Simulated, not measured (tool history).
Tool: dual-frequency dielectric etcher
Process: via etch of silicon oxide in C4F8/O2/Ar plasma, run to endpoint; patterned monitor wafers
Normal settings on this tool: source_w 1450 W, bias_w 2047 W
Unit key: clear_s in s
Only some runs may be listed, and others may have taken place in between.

run	hour	source_w	bias_w	incoming incoming film thickness, nm	clear_s
1	0	1610	2047	2169.6	465.3
2	50.9	1610	2047	2155.9	466.4
3	104.2	1610	2047	2150.3	467.9
4	172	1450	2047	2156.2	485.1
5	254.7	1450	2047	2173.6	503.5
# hour 315.2: wet clean of the chamber
6	338	1450	2047	2155.4	472.3
7	417.2	1450	2047	2172.4	489
8	473.5	1450	2426	2150.7	455.2
9	556.8	1450	2426	2145	457.6
10	598.3	1450	2426	2170.1	464
11	679.4	1450	2047	2180.3	495.1
# hour 709.7: wet clean of the chamber
12	817.5	1450	1823	2161	504
13	861.8	1450	1823	2169.7	513
14	1070.7	1090	2047	2168.5	546.8
15	1126.8	1670	2293	2130.3	452
# hour 1180.8: wet clean of the chamber
16	1219.4	1740	1564	2168.6	489.3
# hour 1291.4: upper electrode replaced, of another model than before
17	1304.8	1210	1762	2136.8	568.2
18	1379	1450	2047	2175.2	491.6
19	1456.7	1450	2329	2149.5	460.8
# hour 1544.7: bias power generator calibrated
20	1545.2	1570	1909	2141.2	487.6
# hour 1590.8: wet clean of the chamber
21	1629	1250	1540	2177.2	602.2
22	1723.9	1450	2329	2121.3	445.5
# hour 1789.4: source power generator calibrated
23	1831.8	1450	2047	2170.7	492.4
# hour 2004.1: wet clean of the chamber
24	2007.7	1450	2047	2137.1	466.9
25	2098.1	1170	2047	2155.4	540.9
26	2199.8	1450	2047	2168.8	496.7
27	2281.6	1590	1829	2171.1	498.4

What if the next run were any one of these 5? Each begins from the tool's condition after run 27:
A	2282.1	1550	2047	2159.1	?
B	2282.1	1270	2492	2159.1	?
C	2282.1	1300	2235	2159.1	?
D	2282.1	1260	1587	2159.1	?
E	2282.1	1450	1737	2159.1	?

run	clear_s
A	479.3
B	485.2
C	504
D	606.4
E	536.9
With the hidden condition removed and each run's random variation left untouched, the same runs would have given:
run	clear_s
A	462.7
B	468.4
C	486.5
D	585.4
E	518.3

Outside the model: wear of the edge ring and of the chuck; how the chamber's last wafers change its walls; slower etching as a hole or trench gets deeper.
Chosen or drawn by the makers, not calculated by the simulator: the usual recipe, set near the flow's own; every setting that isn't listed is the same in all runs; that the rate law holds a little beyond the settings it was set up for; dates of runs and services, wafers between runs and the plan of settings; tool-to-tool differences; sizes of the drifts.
